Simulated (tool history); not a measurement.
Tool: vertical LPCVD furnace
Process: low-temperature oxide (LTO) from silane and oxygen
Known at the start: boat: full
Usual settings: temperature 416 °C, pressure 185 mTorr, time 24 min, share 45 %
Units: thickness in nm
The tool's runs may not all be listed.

| run | hour | temperature | pressure | time | share | read-back reference wafer on the same gauge, thickness | thickness |
|---|---|---|---|---|---|---|---|
| 1 | 0 | 416 | 185 | 19.5 | 45 | 314.8 | 226.21 |
| 2 | 26 | 416 | 185 | 19.5 | 45 | 315.21 | 225.11 |
| 3 | 49.3 | 416 | 185 | 19.5 | 45 | 314.62 | 225.95 |
| 4 | 64 | 416 | 185 | 24 | 45 | 314.82 | 276.14 |
| 5 | 80.7 | 416 | 185 | 24 | 45 | 314.91 | 277.8 |
| 6 | 105.8 | 416 | 185 | 24 | 45 | 314.91 | 277.08 |
| 7 | 125.6 | 416 | 185 | 24 | 45 | 314.6 | 276.91 |
| 8 | 148.7 | 416 | 185 | 24 | 45 | 314.88 | 277.42 |
| 9 | 174.8 | 416 | 160 | 24 | 50 | 315.21 | 264.88 |
| 10 | 197.2 | 416 | 160 | 24 | 50 | 314.6 | 264.3 |
| 11 | 231.7 | 416 | 160 | 24 | 50 | 315.24 | 264.32 |
| 12 | 263.4 | 413 | 185 | 24 | 45 | 314.88 | 268.94 |
| 13 | 277.7 | 413 | 185 | 24 | 45 | 314.78 | 269.6 |
| 14 | 291.7 | 413 | 185 | 24 | 45 | 315.16 | 269.28 |
|  | 341.7 | pressure gauge zeroed |
|  | 344.5 | gauge calibrated |
| 15 | 387.4 | 416 | 185 | 19 | 45 | 315.18 | 219.52 |
|  | 432.7 | thermocouples replaced and temperature profile calibrated |
| 16 | 433.2 | 416 | 155 | 24 | 45 | 315.08 | 223.45 |
| 17 | 436.5 | 425 | 205 | 32.5 | 45 | 314.64 | 438.63 |
| 18 | 466.1 | 425 | 215 | 17 | 50 | 315.13 | 265.05 |
| 19 | 493.7 | 416 | 215 | 24 | 42 | 315.09 | 287.53 |
|  | 532.6 | silane flow controller replaced |
| 20 | 533.1 | 416 | 185 | 24 | 45 | 315.27 | 277 |
| 21 | 536.5 | 416 | 185 | 24 | 42 | 314.61 | 258.39 |
| 22 | 542.4 | 420 | 140 | 24 | 45 | 315.19 | 218.56 |
| 23 | 565.7 | 416 | 165 | 24 | 45 | 315.06 | 247.26 |
| 24 | 579 | 416 | 145 | 17.5 | 45 | 315.14 | 158.8 |
| 25 | 664.9 | 416 | 185 | 24 | 45 | 314.79 | 277.05 |
| 26 | 678 | 416 | 150 | 30.5 | 50 | 315.06 | 312.6 |
| 27 | 713.1 | 407 | 205 | 24 | 45 | 314.9 | 281.54 |
| 28 | 735.9 | 416 | 185 | 24 | 45 | 315.13 | 278.24 |
| 29 | 757.2 | 416 | 185 | 24 | 45 | 315.26 | 277.01 |
| 30 | 787.1 | 416 | 185 | 24 | 45 | 315.17 | 278.33 |
| 31 | 808.3 | 416 | 185 | 24 | 45 | 314.68 | 279.01 |

Hidden state or all else? Some run-to-run changes of thickness, split into what the settings, what came in and random variation would give without the hidden state, and what is left for the hidden state (with any gauge scatter that isn't in both results):
The hidden state here: true tube temperature minus thermocouple reading, K; true pressure minus gauge reading, mTorr; deviation of the silane flow from its setpoint, %; gauge reads high (%).
Run 15 -> 16: pressure 185 -> 155, time 19 -> 24, thermocouples replaced and temperature profile calibrated. thickness +3.93 nm: hidden state -8.36, all else +12.29.
Run 16 -> 17: temperature 416 -> 425, pressure 155 -> 205, time 24 -> 32.5. thickness +215.18 nm: hidden state -5.53, all else +220.71.
Run 17 -> 18: pressure 205 -> 215, time 32.5 -> 17, share 45 -> 50. thickness -173.58 nm: hidden state +7.27, all else -180.85.
Run 19 -> 20: pressure 215 -> 185, share 42 -> 45, silane flow controller replaced. thickness -10.53 nm: hidden state +11.83, all else -22.36.
Run 24 -> 25: pressure 145 -> 185, time 17.5 -> 24. thickness +118.25 nm: hidden state +1.65, all else +116.6.

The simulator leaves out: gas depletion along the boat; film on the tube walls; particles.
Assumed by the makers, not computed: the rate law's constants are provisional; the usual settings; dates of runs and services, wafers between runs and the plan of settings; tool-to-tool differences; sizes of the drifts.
